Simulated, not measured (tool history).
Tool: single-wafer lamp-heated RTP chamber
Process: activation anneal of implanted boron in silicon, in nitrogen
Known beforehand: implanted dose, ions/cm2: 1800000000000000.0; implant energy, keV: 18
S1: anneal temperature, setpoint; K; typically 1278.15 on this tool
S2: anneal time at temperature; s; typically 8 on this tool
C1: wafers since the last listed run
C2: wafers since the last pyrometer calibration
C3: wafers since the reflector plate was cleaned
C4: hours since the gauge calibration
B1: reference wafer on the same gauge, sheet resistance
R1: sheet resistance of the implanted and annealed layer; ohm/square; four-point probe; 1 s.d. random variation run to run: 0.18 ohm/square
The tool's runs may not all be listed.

run 1 day=0 | S1=1262.15 S2=9 | C1=0 C2=2148 C3=1930 C4=477.9 | B1=82.92 | R1=86.92
run 2 day=2.604 | S1=1258.15 S2=8 | C1=800 C2=2949 C3=2730 C4=540.4 | B1=82.87 | R1=88.8
-- day=4.412 pyrometer window cleaned and pyrometer calibrated
run 3 day=5.246 | S1=1258.15 S2=8 | C1=709 C2=255 C3=3440 C4=603.8 | B1=82.89 | R1=88.84
run 4 day=6.25 | S1=1288.15 S2=10 | C1=308 C2=564 C3=3749 C4=627.9 | B1=82.87 | R1=76.99
run 5 day=11.633 | S1=1278.15 S2=7 | C1=1655 C2=2220 C3=5405 C4=757.1 | B1=82.87 | R1=81.12
-- day=13.533 reflector plate cleaned
run 6 day=14.246 | S1=1278.15 S2=7 | C1=700 C2=2921 C3=219 C4=819.8 | B1=82.9 | R1=82.25
run 7 day=15.383 | S1=1278.15 S2=7 | C1=349 C2=3270 C3=569 C4=847.1 | B1=82.93 | R1=82.22
-- day=16.996 gauge calibrated
-- day=17.25 pyrometer window cleaned and pyrometer calibrated
run 8 day=19.358 | S1=1278.15 S2=8 | C1=1119 C2=648 C3=1689 C4=56.7 | B1=82.87 | R1=80.82
run 9 day=20.646 | S1=1288.15 S2=10 | C1=395 C2=1044 C3=2085 C4=87.6 | B1=82.85 | R1=77.39
run 10 day=22.425 | S1=1267.15 S2=8 | C1=547 C2=1591 C3=2632 C4=130.3 | B1=82.88 | R1=84.18
run 11 day=23.871 | S1=1278.15 S2=8 | C1=444 C2=2036 C3=3076 C4=165 | B1=82.89 | R1=80.77
run 12 day=25.254 | S1=1286.15 S2=10 | C1=425 C2=2461 C3=3502 C4=198.2 | B1=82.94 | R1=77.68
run 13 day=26.6 | S1=1278.15 S2=4 | C1=413 C2=2875 C3=3916 C4=230.5 | B1=82.89 | R1=82.74
run 14 day=28.058 | S1=1263.15 S2=6 | C1=448 C2=3324 C3=4364 C4=265.5 | B1=82.85 | R1=86.74
run 15 day=29.396 | S1=1256.15 S2=11 | C1=411 C2=3735 C3=4776 C4=297.6 | B1=82.92 | R1=87.93
-- day=29.846 pyrometer window cleaned and pyrometer calibrated
-- day=30.6 reflector plate cleaned
run 16 day=31.029 | S1=1259.15 S2=12 | C1=297 C2=261 C3=132 C4=336.8 | B1=82.91 | R1=88.56
run 17 day=33.867 | S1=1293.15 S2=11 | C1=872 C2=1133 C3=1004 C4=404.9 | B1=82.91 | R1=76.39

Consider 4 possible next runs. They are alternatives, not a sequence: every one starts from the tool as it was left by run 17. What does each give?
run A day=33.883 | S1=1278.15 S2=8 | C1=5 C2=1138 C3=1009 C4=405.3 | B1=? | R1=?
run B day=33.883 | S1=1303.15 S2=12 | C1=5 C2=1138 C3=1009 C4=405.3 | B1=? | R1=?
run C day=33.883 | S1=1249.15 S2=5 | C1=5 C2=1138 C3=1009 C4=405.3 | B1=? | R1=?
run D day=33.883 | S1=1305.15 S2=7 | C1=5 C2=1138 C3=1009 C4=405.3 | B1=? | R1=?

run=A B1=82.9 R1=81.28
run=B B1=82.9 R1=73.84
run=C B1=82.9 R1=100.67
run=D B1=82.9 R1=74.93
With no hidden state in the tool, these same runs would have given:
run=A R1=82.18
run=B R1=74.4
run=C R1=103.44
run=D R1=75.5
